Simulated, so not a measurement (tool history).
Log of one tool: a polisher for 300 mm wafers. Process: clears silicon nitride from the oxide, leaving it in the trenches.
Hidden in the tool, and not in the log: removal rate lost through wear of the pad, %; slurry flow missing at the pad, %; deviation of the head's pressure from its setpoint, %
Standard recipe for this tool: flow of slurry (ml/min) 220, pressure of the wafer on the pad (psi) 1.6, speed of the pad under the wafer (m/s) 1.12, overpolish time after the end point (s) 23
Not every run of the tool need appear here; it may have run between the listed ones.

run   hour  flow of slurry (ml/min)  pressure of the wafer on the pad (psi)  speed of the pad under the wafer (m/s)  overpolish time after the end point (s)  wafers since the last listed run  wafers polished on this pad  hours since the slurry nozzle was cleaned  hours since the head pressure was calibrated  incoming thickness of the incoming film, nm  time until the end point was called (s)
  1      0                      220                                     1.6                                    1.12                                       23                                 0                          420                                         15                                        1427.8                                          100                                    173.7
  2   41.8                      220                                     1.6                                    1.12                                       23                               196                          616                                       56.8                                        1469.6                                        100.5                                    175.6
  3   55.6                      220                                     1.6                                    1.12                                       23                                64                          681                                       70.6                                        1483.4                                         99.3                                      177
  4   62.3                      220                                     1.6                                    1.12                                       23                                31                          712                                       77.3                                        1490.1                                        101.6                                    182.5
  5   79.5                      220                                     1.6                                    1.12                                       23                                80                          793                                       94.5                                        1507.3                                         99.6                                    177.3
      94.3  -- worn pad replaced by a new one
  6   94.8                      220                                     1.6                                    1.12                                       23                                52                            2                                      109.8                                        1522.6                                         99.7                                    160.3
  7  101.6                      220                                     1.6                                    1.12                                       23                                31                           34                                      116.6                                        1529.4                                        100.6                                      160
  8  117.4                      220                                     1.6                                    1.12                                       23                                74                          108                                      132.4                                        1545.2                                         99.7                                    159.9
     120.5  -- head pressure recalibrated
  9  132.5                      220                                     1.6                                    1.12                                       23                                61                          169                                      147.5                                            12                                        100.6                                    164.6
 10  138.6                      220                                     1.6                                    1.12                                       23                                28                          198                                      153.6                                          18.1                                         98.2                                    160.5
 11  152.7                      220                                     1.6                                    1.12                                       23                                66                          264                                      167.7                                          32.2                                        101.8                                    168.8
 12  165.3                      220                                     1.6                                    1.12                                       23                                59                          323                                      180.3                                          44.8                                         99.8                                    166.5
 13  179.4                      220                                     1.6                                    1.12                                       23                                66                          389                                      194.4                                          58.9                                        101.1                                    169.1
 14  196.8                      220                                     1.6                                    1.12                                       23                                81                          471                                      211.8                                          76.3                                        101.1                                    169.5
 15  210.7                      220                                     1.3                                    1.12                                       31                                65                          536                                      225.7                                          90.2                                         99.1                                    205.7
 16  228.5                      220                                     1.6                                    1.32                                       23                                83                          620                                      243.5                                           108                                         98.6                                    146.8
 17  242.5                      265                                     1.6                                    1.12                                       23                                65                          685                                      257.5                                           122                                         99.7                                    171.1
 18  255.9                      190                                     2.1                                     1.5                                       33                                62                          748                                      270.9                                         135.4                                        101.2                                    102.8
 19  270.8                      220                                     1.9                                    1.28                                       23                                69                          818                                      285.8                                         150.3                                         99.6                                    127.5
     285.7  -- worn pad replaced by a new one
 20  286.2                      220                                     1.2                                     1.5                                       28                                53                            2                                      301.2                                         165.7                                         98.5                                    156.3
     298.1  -- slurry nozzle cleaned
 21  298.6                      220                                     1.6                                    1.12                                       23                                53                           55                                        0.5                                         178.1                                         98.3                                    152.9
 22  304.4                      220                                     1.6                                    1.12                                       23                                27                           83                                        6.3                                         183.9                                        101.9                                    165.9
 23  310.4                      250                                     2.1                                    0.94                                       23                                28                          111                                       12.3                                         189.9                                        100.1                                    145.3
 24  324.5                      220                                     1.6                                    1.12                                       23                                66                          177                                       26.4                                           204                                         99.3                                    159.1
 25    337                      220                                     1.6                                    1.28                                       23                                58                          236                                       38.9                                         216.5                                        101.3                                    141.2
 26  346.8                      220                                     1.6                                    1.12                                       23                                45                          282                                       48.7                                         226.3                                        100.8                                    163.7
 27  363.3                      220                                     1.6                                    1.12                                       23                                77                          359                                       65.2                                         242.8                                         99.8                                    161.9
 28  370.6                      270                                       2                                    1.32                                       34                                34                          393                                       72.5                                         250.1                                          102                                    115.7
 29  385.1                      220                                     1.1                                    1.12                                       18                                67                          461                                         87                                         264.6                                         99.2                                    239.1

Entry by entry between the runs, the difference in hidden state between the last listed run before and the first listed run after:
Logged between run 5 and run 6: worn pad replaced by a new one (hour 94.3)
  removal rate lost through wear of the pad, %: 13.5 -> 1.79
  the result without the hidden state subtracted from the measured one, time until the end point was called (s): +23.8 -> +2.9
Logged between run 8 and run 9: head pressure recalibrated (hour 120.5)
  removal rate lost through wear of the pad, %: 3.08 -> 3.94
  the result without the hidden state subtracted from the measured one, time until the end point was called (s): +4.9 -> +6.4
Logged between run 19 and run 20: worn pad replaced by a new one (hour 285.7)
  removal rate lost through wear of the pad, %: 11.9 -> 0.636
  the result without the hidden state subtracted from the measured one, time until the end point was called (s): +15.2 -> +1
Logged between run 20 and run 21: slurry nozzle cleaned (hour 298.1)
  removal rate lost through wear of the pad, %: 0.636 -> 1.35
  the result without the hidden state subtracted from the measured one, time until the end point was called (s): +1 -> +2

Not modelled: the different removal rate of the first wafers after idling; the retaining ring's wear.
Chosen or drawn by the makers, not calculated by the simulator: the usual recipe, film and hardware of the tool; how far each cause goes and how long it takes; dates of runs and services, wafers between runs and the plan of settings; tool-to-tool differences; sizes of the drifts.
